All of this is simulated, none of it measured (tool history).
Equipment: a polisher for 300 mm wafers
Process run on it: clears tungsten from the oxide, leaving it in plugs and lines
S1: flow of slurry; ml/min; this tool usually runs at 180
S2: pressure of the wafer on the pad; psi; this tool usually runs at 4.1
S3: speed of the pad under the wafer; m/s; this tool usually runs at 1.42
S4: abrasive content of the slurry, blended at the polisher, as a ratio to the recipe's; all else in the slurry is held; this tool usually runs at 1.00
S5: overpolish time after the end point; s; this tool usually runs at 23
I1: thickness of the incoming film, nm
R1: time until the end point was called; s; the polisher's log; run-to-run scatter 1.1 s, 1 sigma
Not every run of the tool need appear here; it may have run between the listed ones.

Run 1, hour 0.0: usual settings but S4 1.15; I1 500.9. Result: R1 65.4 s.
Run 2, hour 27.4: usual settings but S4 1.15; I1 498.3. Result: R1 64.7 s.
Run 3, hour 48.3: usual settings but S4 1.15; I1 495.2. Result: R1 64.5 s.
At hour 53.3: worn pad replaced by a new one.
Run 4, hour 64.2: usual settings but S1 130 ml/min, S2 2.8 psi; I1 504.5. Result: R1 106.0 s.
Run 5, hour 88.9: usual settings but S1 125 ml/min, S2 3.7 psi, S3 1.18 m/s, S4 0.80; I1 508.7. Result: R1 105.1 s.
Run 6, hour 103.7: usual settings but S1 115 ml/min, S2 5.1 psi, S4 1.15; I1 510.0. Result: R1 59.4 s.
Run 7, hour 124.1: usual settings but S1 200 ml/min, S3 1.10 m/s, S5 13 s; I1 500.7. Result: R1 86.8 s.
Run 8, hour 144.4: usual settings; I1 497.8. Result: R1 70.8 s.
At hour 154.3: slurry nozzle cleaned.
At hour 154.7: slurry tank refilled with fresh slurry and peroxide.
Run 9, hour 164.2: usual settings but S3 1.70 m/s, S4 1.25; I1 496.5. Result: R1 51.0 s.
Run 10, hour 194.5: usual settings but S5 12 s; I1 489.4. Result: R1 65.3 s.
At hour 203.2: head pressure recalibrated.
Run 11, hour 212.7: usual settings; I1 504.3. Result: R1 64.9 s.
Run 12, hour 231.0: usual settings; I1 500.6. Result: R1 65.9 s.
Run 13, hour 257.1: usual settings but S2 3.5 psi, S3 1.84 m/s, S4 0.85, S5 34 s; I1 499.7. Result: R1 61.4 s.
Run 14, hour 279.3: usual settings; I1 499.4. Result: R1 66.4 s.
At hour 286.7: slurry blender recalibrated.
At hour 294.2: worn pad replaced by a new one.
Run 15, hour 307.4: usual settings but S2 2.9 psi, S3 1.88 m/s; I1 496.6. Result: R1 70.0 s.
Run 16, hour 336.9: usual settings; I1 495.0. Result: R1 63.5 s.
Run 17, hour 357.0: usual settings; I1 495.5. Result: R1 64.8 s.
Run 18, hour 369.9: usual settings but S1 210 ml/min, S3 1.20 m/s; I1 510.8. Result: R1 77.1 s.
At hour 406.6: slurry tank refilled with fresh slurry and peroxide.
Run 19, hour 472.0: usual settings but S3 1.64 m/s, S5 37 s; I1 506.4. Result: R1 56.3 s.
Run 20, hour 493.9: usual settings but S3 1.08 m/s; I1 495.1. Result: R1 86.4 s.
At hour 516.1: worn pad replaced by a new one.
Run 21, hour 516.6: usual settings but S2 4.5 psi; I1 494.1. Result: R1 59.9 s.
Run 22, hour 613.9: usual settings but S2 3.0 psi, S3 1.08 m/s; I1 510.4. Result: R1 125.0 s.
At hour 633.5: slurry tank refilled with fresh slurry and peroxide.
Run 23, hour 655.7: usual settings; I1 498.3. Result: R1 67.8 s.
At hour 672.8: head pressure recalibrated.
Run 24, hour 681.7: usual settings; I1 504.9. Result: R1 68.7 s.
Run 25, hour 696.4: usual settings; I1 505.0. Result: R1 68.9 s.
At hour 717.4: slurry blender recalibrated.
Run 26, hour 722.4: usual settings but S1 125 ml/min, S2 3.5 psi, S4 0.85, S5 16 s; I1 502.7. Result: R1 88.9 s.

4 ways to go on from here, each from the tool as it stands after run 26. What would each give?
Run A, hour 722.8: usual settings; I1 500.6. Result: R1 ?.
Run B, hour 722.8: usual settings but S5 17 s; I1 500.6. Result: R1 ?.
Run C, hour 722.8: usual settings but S2 3.6 psi, S3 1.66 m/s; I1 500.6. Result: R1 ?.
Run D, hour 722.8: usual settings but S1 235 ml/min; I1 500.6. Result: R1 ?.

run    R1
  A  70.1
  B  70.1
  C  68.3
  D  67.2
The same runs, with their run-to-run variation unchanged, on a tool lacking any hidden condition would have given:
run    R1
  A  66.4
  B  66.4
  C  64.7
  D  64.3
